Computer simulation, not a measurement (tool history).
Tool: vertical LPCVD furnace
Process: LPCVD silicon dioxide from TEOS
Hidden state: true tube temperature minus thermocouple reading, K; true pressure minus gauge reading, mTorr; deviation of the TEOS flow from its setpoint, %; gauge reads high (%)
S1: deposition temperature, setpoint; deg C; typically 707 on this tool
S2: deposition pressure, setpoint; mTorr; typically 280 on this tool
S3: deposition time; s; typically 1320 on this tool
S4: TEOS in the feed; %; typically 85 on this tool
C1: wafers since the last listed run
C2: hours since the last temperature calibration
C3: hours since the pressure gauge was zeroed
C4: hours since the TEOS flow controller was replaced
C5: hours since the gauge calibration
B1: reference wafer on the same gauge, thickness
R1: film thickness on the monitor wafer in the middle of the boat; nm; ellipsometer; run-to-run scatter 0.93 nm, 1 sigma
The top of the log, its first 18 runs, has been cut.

run 19 hour=1046 | S1=698 S2=260 S3=1320 S4=71 | C1=365 C2=818.9 C3=394.8 C4=819.6 C5=253.8 | B1=194.59 | R1=146.31
run 20 hour=1108.4 | S1=707 S2=280 S3=1080 S4=97 | C1=557 C2=881.3 C3=457.2 C4=882 C5=316.2 | B1=195.1 | R1=179.16
run 21 hour=1175.3 | S1=716 S2=350 S3=960 S4=94 | C1=598 C2=948.2 C3=524.1 C4=948.9 C5=383.1 | B1=196.03 | R1=214.76
run 22 hour=1232.6 | S1=703 S2=280 S3=1320 S4=79 | C1=512 C2=1005.5 C3=581.4 C4=1006.2 C5=440.4 | B1=196 | R1=180.27
run 23 hour=1263 | S1=707 S2=280 S3=1320 S4=80 | C1=271 C2=1035.9 C3=611.8 C4=1036.6 C5=470.8 | B1=196.3 | R1=200.14
run 24 hour=1289.1 | S1=697 S2=300 S3=1320 S4=97 | C1=233 C2=1062 C3=637.9 C4=1062.7 C5=496.9 | B1=196.37 | R1=179.31
run 25 hour=1329.2 | S1=707 S2=240 S3=1620 S4=94 | C1=358 C2=1102.1 C3=678 C4=1102.8 C5=537 | B1=196.18 | R1=247.29
run 26 hour=1382.2 | S1=707 S2=280 S3=1320 S4=80 | C1=473 C2=1155.1 C3=731 C4=1155.8 C5=590 | B1=196.3 | R1=201.84
run 27 hour=1436.1 | S1=707 S2=240 S3=1320 S4=92 | C1=481 C2=1209 C3=784.9 C4=1209.7 C5=643.9 | B1=196.78 | R1=198.27
run 28 hour=1472.1 | S1=707 S2=280 S3=1320 S4=85 | C1=321 C2=1245 C3=820.9 C4=1245.7 C5=679.9 | B1=196.57 | R1=207.77
run 29 hour=1522.9 | S1=711 S2=280 S3=1590 S4=72 | C1=454 C2=1295.8 C3=871.7 C4=1296.5 C5=730.7 | B1=197.27 | R1=250.45
run 30 hour=1585.3 | S1=717 S2=280 S3=1020 S4=85 | C1=557 C2=1358.2 C3=934.1 C4=1358.9 C5=793.1 | B1=197.67 | R1=200.77

5 ways to go on from here, each from the tool as it stands after run 30. What would each give?
run A hour=1589.9 | S1=707 S2=280 S3=1320 S4=85 | C1=41 C2=1362.8 C3=938.7 C4=1363.5 C5=797.7 | B1=? | R1=?
run B hour=1589.9 | S1=704 S2=280 S3=1680 S4=85 | C1=41 C2=1362.8 C3=938.7 C4=1363.5 C5=797.7 | B1=? | R1=?
run C hour=1589.9 | S1=703 S2=255 S3=900 S4=76 | C1=41 C2=1362.8 C3=938.7 C4=1363.5 C5=797.7 | B1=? | R1=?
run D hour=1589.9 | S1=698 S2=310 S3=1710 S4=97 | C1=41 C2=1362.8 C3=938.7 C4=1363.5 C5=797.7 | B1=? | R1=?
run E hour=1589.9 | S1=707 S2=220 S3=870 S4=75 | C1=41 C2=1362.8 C3=938.7 C4=1363.5 C5=797.7 | B1=? | R1=?

run=A B1=197.66 R1=207.69
run=B B1=197.66 R1=246.71
run=C B1=197.66 R1=116.54
run=D B1=197.66 R1=245.57
run=E B1=197.66 R1=113.98
Without the tool's unlogged condition, the same runs would have read:
run=A R1=202.02
run=B R1=239.97
run=C R1=113.36
run=D R1=238.86
run=E R1=110.86

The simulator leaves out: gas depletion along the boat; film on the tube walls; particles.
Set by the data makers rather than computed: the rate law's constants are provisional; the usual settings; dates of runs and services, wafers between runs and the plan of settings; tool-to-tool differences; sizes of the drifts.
